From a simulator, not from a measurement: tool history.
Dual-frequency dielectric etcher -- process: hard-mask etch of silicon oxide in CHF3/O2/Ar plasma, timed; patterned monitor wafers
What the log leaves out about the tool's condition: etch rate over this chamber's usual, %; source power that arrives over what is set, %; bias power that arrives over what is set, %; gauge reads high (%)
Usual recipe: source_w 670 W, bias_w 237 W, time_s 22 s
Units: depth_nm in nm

run,day,source_w,bias_w,time_s,wafers since the last listed run,hours since the last wet clean,hours since the last source power generator calibration,hours since the last bias power generator calibration,hours since the last upper electrode change,hours since the gauge calibration,"read-back reference wafer on the same gauge, depth_nm",depth_nm
1,0,670,237,26.5,0,401.7,2653.4,150.2,4003.3,486.8,56.33,64.6
# day 3.221: wet clean of the chamber
2,3.242,670,237,26.5,433,0.5,2731.2,228,4081.1,564.6,56.36,65.12
3,10.725,670,237,26.5,1446,180.1,2910.8,407.6,4260.7,744.2,56.43,65.22
4,12.471,670,237,22,337,222,2952.7,449.5,4302.6,786.1,56.37,53.97
5,16.367,770,237,22,752,315.5,3046.2,543,4396.1,879.6,56.35,57.63
6,19.879,670,237,22,678,399.8,3130.5,627.3,4480.4,963.9,56.41,53.85
# day 22.762: wet clean of the chamber
7,22.783,670,237,22,368,0.5,3200.2,697,4550.1,1033.6,56.33,53.53
8,25.488,670,237,22,522,65.4,3265.1,761.9,4615,1098.5,56.47,54.18
9,28.629,670,237,22,607,140.8,3340.5,837.3,4690.4,1173.9,56.43,54.14
10,31.017,670,237,22,461,198.1,3397.8,894.6,4747.7,1231.2,56.43,54.22
# day 32.858: upper electrode replaced
11,33.392,670,237,22,265,255.1,3454.8,951.6,12.8,1288.2,56.38,54.02
12,37.275,670,237,22,750,348.3,3548,1044.8,106,1381.4,56.4,54.4
13,39.754,670,237,22,479,407.8,3607.5,1104.3,165.5,1440.9,56.44,53.97
# day 41.983: wet clean of the chamber
14,44.133,670,237,22,653,51.6,3712.6,1209.4,270.6,1546,56.48,54.95
15,48.292,670,270,22,803,151.4,3812.4,1309.2,370.4,1645.8,56.45,57.1
# day 49.325: gauge calibrated
16,50.562,620,186,26.5,438,205.9,3866.9,1363.7,424.9,29.7,56.37,57.21
17,52.704,750,237,15.5,413,257.3,3918.3,1415.1,476.3,81.1,56.4,40.85
18,55.988,670,237,22,634,336.1,3997.1,1493.9,555.1,159.9,56.42,54.75
# day 57.508: bias power generator calibrated
# day 59.579: source power generator calibrated
# day 60.788: wet clean of the chamber
19,60.808,670,188,22,674,0.5,29.5,79.2,670.8,275.6,56.35,49.28
20,61.621,670,237,22,157,20,49,98.7,690.3,295.1,56.32,53.9
21,65.033,830,237,27.5,659,101.9,130.9,180.6,772.2,377,56.41,74.48
22,67.292,670,237,22,436,156.1,185.1,234.8,826.4,431.2,56.37,53.86
23,70.633,560,267,22,645,236.3,265.3,315,906.6,511.4,56.38,51.13
24,73.071,840,262,22,471,294.8,323.8,373.5,965.1,569.9,56.35,62.67
25,74.871,610,237,22,347,338,367,416.7,1008.3,613.1,56.41,51.2
# day 76.8: wet clean of the chamber
26,77.608,750,237,27.5,335,19.4,432.7,482.4,1074,678.8,56.5,70.89
27,80.571,670,237,16.5,572,90.5,503.8,553.5,1145.1,749.9,56.33,40.3
28,84.938,520,237,22,843,195.3,608.6,658.3,1249.9,854.7,56.49,47.47

Predict each of these 4 candidate next runs independently; none follows another, all start after run 28:
A,84.954,670,237,22,3,195.7,609,658.7,1250.3,855.1,?,?
B,84.954,600,210,24,3,195.7,609,658.7,1250.3,855.1,?,?
C,84.954,530,288,23.5,3,195.7,609,658.7,1250.3,855.1,?,?
D,84.954,790,261,17,3,195.7,609,658.7,1250.3,855.1,?,?

run,"read-back reference wafer on the same gauge, depth_nm",depth_nm
A,56.32,53.74
B,56.32,52.56
C,56.32,55.01
D,56.32,46.96
Had the tool no hidden state, the same runs would have come out as:
run,depth_nm
A,53.48
B,52.31
C,54.73
D,46.73
